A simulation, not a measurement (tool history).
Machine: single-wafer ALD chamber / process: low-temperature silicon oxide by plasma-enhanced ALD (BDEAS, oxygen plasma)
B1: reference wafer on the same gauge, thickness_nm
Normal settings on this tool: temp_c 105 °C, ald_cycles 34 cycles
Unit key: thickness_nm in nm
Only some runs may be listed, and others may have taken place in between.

{"run": 1, "hour": 0.0, "temp_c": 105, "ald_cycles": 34, "B1": 4.872, "thickness_nm": 4.749}
{"run": 2, "hour": 42.7, "temp_c": 105, "ald_cycles": 34, "B1": 4.865, "thickness_nm": 4.762}
{"run": 3, "hour": 94.9, "temp_c": 105, "ald_cycles": 34, "B1": 4.869, "thickness_nm": 4.764}
{"run": 4, "hour": 160.2, "temp_c": 105, "ald_cycles": 37, "B1": 4.868, "thickness_nm": 5.193}
{"run": 5, "hour": 207.2, "temp_c": 105, "ald_cycles": 37, "B1": 4.87, "thickness_nm": 5.184}
{"run": 6, "hour": 267.1, "temp_c": 105, "ald_cycles": 37, "B1": 4.87, "thickness_nm": 5.192}
{"run": 7, "hour": 293.8, "temp_c": 100, "ald_cycles": 34, "B1": 4.876, "thickness_nm": 4.803}
{"run": 8, "hour": 333.2, "temp_c": 100, "ald_cycles": 34, "B1": 4.866, "thickness_nm": 4.805}
{"run": 9, "hour": 377.7, "temp_c": 100, "ald_cycles": 34, "B1": 4.865, "thickness_nm": 4.79}
{"hour": 429.4, "done": "thermocouple changed; heater temperature recalibrated"}
{"run": 10, "hour": 429.9, "temp_c": 105, "ald_cycles": 34, "B1": 4.871, "thickness_nm": 4.764}
{"run": 11, "hour": 479.3, "temp_c": 105, "ald_cycles": 34, "B1": 4.869, "thickness_nm": 4.768}
{"run": 12, "hour": 533.3, "temp_c": 90, "ald_cycles": 40, "B1": 4.869, "thickness_nm": 5.838}
{"run": 13, "hour": 579.0, "temp_c": 111, "ald_cycles": 40, "B1": 4.867, "thickness_nm": 5.555}
{"run": 14, "hour": 637.2, "temp_c": 105, "ald_cycles": 29, "B1": 4.873, "thickness_nm": 4.067}
{"hour": 700.9, "done": "gauge calibrated"}
{"run": 15, "hour": 707.5, "temp_c": 93, "ald_cycles": 40, "B1": 4.865, "thickness_nm": 5.758}
{"run": 16, "hour": 758.1, "temp_c": 105, "ald_cycles": 34, "B1": 4.87, "thickness_nm": 4.77}
{"run": 17, "hour": 819.9, "temp_c": 105, "ald_cycles": 37, "B1": 4.871, "thickness_nm": 5.167}
{"run": 18, "hour": 889.4, "temp_c": 105, "ald_cycles": 36, "B1": 4.872, "thickness_nm": 5.03}
{"run": 19, "hour": 933.9, "temp_c": 105, "ald_cycles": 30, "B1": 4.874, "thickness_nm": 4.196}

What was the tool's hidden state at every run in the log?
wafer temperature above the value expected at the setpoint (K): 0 across all the runs
gauge reads high (%): 0 across all the runs

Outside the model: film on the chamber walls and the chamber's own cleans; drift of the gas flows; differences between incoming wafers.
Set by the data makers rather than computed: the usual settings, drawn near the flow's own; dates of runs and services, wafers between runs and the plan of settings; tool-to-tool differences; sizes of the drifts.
